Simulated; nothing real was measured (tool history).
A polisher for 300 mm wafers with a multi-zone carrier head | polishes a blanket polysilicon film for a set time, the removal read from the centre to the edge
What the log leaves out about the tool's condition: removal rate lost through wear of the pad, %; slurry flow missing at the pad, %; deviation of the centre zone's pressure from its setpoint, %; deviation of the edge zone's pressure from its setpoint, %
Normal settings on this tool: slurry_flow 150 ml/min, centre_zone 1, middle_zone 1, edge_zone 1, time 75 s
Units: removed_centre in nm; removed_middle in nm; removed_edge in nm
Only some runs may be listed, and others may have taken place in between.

run    hour  slurry_flow  centre_zone  middle_zone  edge_zone  time  wafers since the last listed run  wafers polished on this pad  hours since the slurry nozzle was cleaned  hours since the centre zone pressure was calibrated  hours since the edge zone pressure was calibrated  hours since the carrier head's membrane was replaced  incoming thickness of the incoming film, nm  removed_centre  removed_middle  removed_edge
  1       0          110            1            1       0.88    86                                 0                          106                                       13.9                                                571.6                                              188.6                                                   669                                       1528.7           367.5           345.7         352.4
       52.3  -- carrier head's membrane replaced by a new one
  2      53          150            1            1          1    64                               312                          418                                       66.9                                                624.6                                              241.6                                                   0.7                                         1538           282.7           274.9         288.3
  3   114.8          125            1         0.94       1.07    75                               401                          820                                      128.7                                                686.4                                              303.4                                                  62.5                                       1530.9           313.5           295.2         344.4
  4   186.1          150            1         0.92          1    75                               463                         1284                                        200                                                757.7                                              374.7                                                 133.8                                       1550.9           326.4           301.7         339.6
  5   211.8          150            1            1       1.06    84                               167                         1451                                      225.7                                                783.4                                              400.4                                                 159.5                                         1545           363.4           357.1         384.1
  6   279.5          150            1         1.06       0.92    75                               440                         1892                                      293.4                                                851.1                                              468.1                                                 227.2                                       1535.6           324.9           332.9         322.3
      316.8  -- edge zone pressure recalibrated
  7   340.2          150         1.08            1          1    75                               381                         2273                                      354.1                                                911.8                                               23.4                                                 287.9                                       1563.4           348.8           313.4         334.1
  8   400.2          150            1            1          1    75                               390                         2664                                      414.1                                                971.8                                               83.4                                                 347.9                                       1542.4           316.2           304.7           327
      417.4  -- worn pad replaced by a new one
      446.2  -- slurry nozzle cleaned
  9   468.3          120            1            1       1.11    75                               410                          324                                       22.1                                               1039.9                                              151.5                                                   416                                       1557.5           314.7             310         350.4
 10   538.5          125          0.9         1.08          1    85                               456                          781                                       92.3                                               1110.1                                              221.7                                                 486.2                                       1536.6           319.8           381.7         374.1
 11   667.8          150            1            1          1    75                               841                         1622                                      221.6                                               1239.4                                                351                                                 615.5                                       1552.7           321.5           319.7           337
 12   692.7          150         1.11            1       1.03    91                               161                         1784                                      246.5                                               1264.3                                              375.9                                                 640.4                                       1550.7           434.9           386.5         406.1
      740.7  -- centre zone pressure recalibrated
 13   744.7          150         1.08            1          1    75                               325                         2109                                      298.5                                                    4                                              427.9                                                 692.4                                       1528.1           357.7           316.4           335
 14   812.1          150            1         0.95       1.05    75                               438                         2547                                      365.9                                                 71.4                                              495.3                                                 759.8                                         1546           319.5           296.1         333.3
      814.9  -- edge zone pressure recalibrated
      841.8  -- carrier head's membrane replaced by a new one
 15   850.6          150            1            1          1    75                               204                         2752                                      404.4                                                109.9                                               35.7                                                   8.8                                       1538.3           311.9           308.2           328
 16   876.6          135         0.94            1       0.89    63                               169                         2921                                      430.4                                                135.9                                               61.7                                                  34.8                                       1534.6           238.8           252.8         257.2
      909.8  -- worn pad replaced by a new one
 17   925.3          200         1.06            1          1    75                               290                          100                                      479.1                                                184.6                                              110.4                                                  83.5                                       1553.1           341.2           317.4         335.3
 18     951          120            1         1.04          1    56                               167                          267                                      504.8                                                210.3                                              136.1                                                 109.2                                       1535.6           213.1           218.9         234.1
 19   991.4          135         1.05         0.94          1    67                               262                          530                                      545.2                                                250.7                                              176.5                                                 149.6                                       1522.7           260.6           243.5         277.8
      993.7  -- slurry nozzle cleaned
 20  1032.7          190         1.04         1.11          1    66                               262                          792                                         39                                                  292                                              217.8                                                 190.9                                       1543.5           316.6           321.5         308.5
 21  1067.1          150         1.06            1          1    97                               223                         1016                                       73.4                                                326.4                                              252.2                                                 225.3                                         1547           445.1           416.3         442.9
 22  1094.7          150            1            1          1    75                               179                         1196                                        101                                                  354                                              279.8                                                 252.9                                       1538.6           338.8           318.8         339.5

Hidden state or all else? Some run-to-run changes of removed_centre, split into what the settings, what came in and random variation would give without the hidden state, and what is left for the hidden state (with any gauge scatter that isn't in both results):
Run 8 -> 9: slurry_flow 150 -> 120, edge_zone 1 -> 1.11, worn pad replaced by a new one, slurry nozzle cleaned. removed_centre -1.5 nm: hidden state +19.2, all else -20.7.
Run 17 -> 18: slurry_flow 200 -> 120, centre_zone 1.06 -> 1, middle_zone 1 -> 1.04, time 75 -> 56. removed_centre -128.1 nm: hidden state -2.3, all else -125.8.
Run 19 -> 20: slurry_flow 135 -> 190, centre_zone 1.05 -> 1.04, middle_zone 0.94 -> 1.11, time 67 -> 66, slurry nozzle cleaned. removed_centre +56 nm: hidden state +36.5, all else +19.5.
Run 20 -> 21: slurry_flow 190 -> 150, centre_zone 1.04 -> 1.06, middle_zone 1.11 -> 1, time 66 -> 97. removed_centre +128.5 nm: hidden state -0.6, all else +129.1.

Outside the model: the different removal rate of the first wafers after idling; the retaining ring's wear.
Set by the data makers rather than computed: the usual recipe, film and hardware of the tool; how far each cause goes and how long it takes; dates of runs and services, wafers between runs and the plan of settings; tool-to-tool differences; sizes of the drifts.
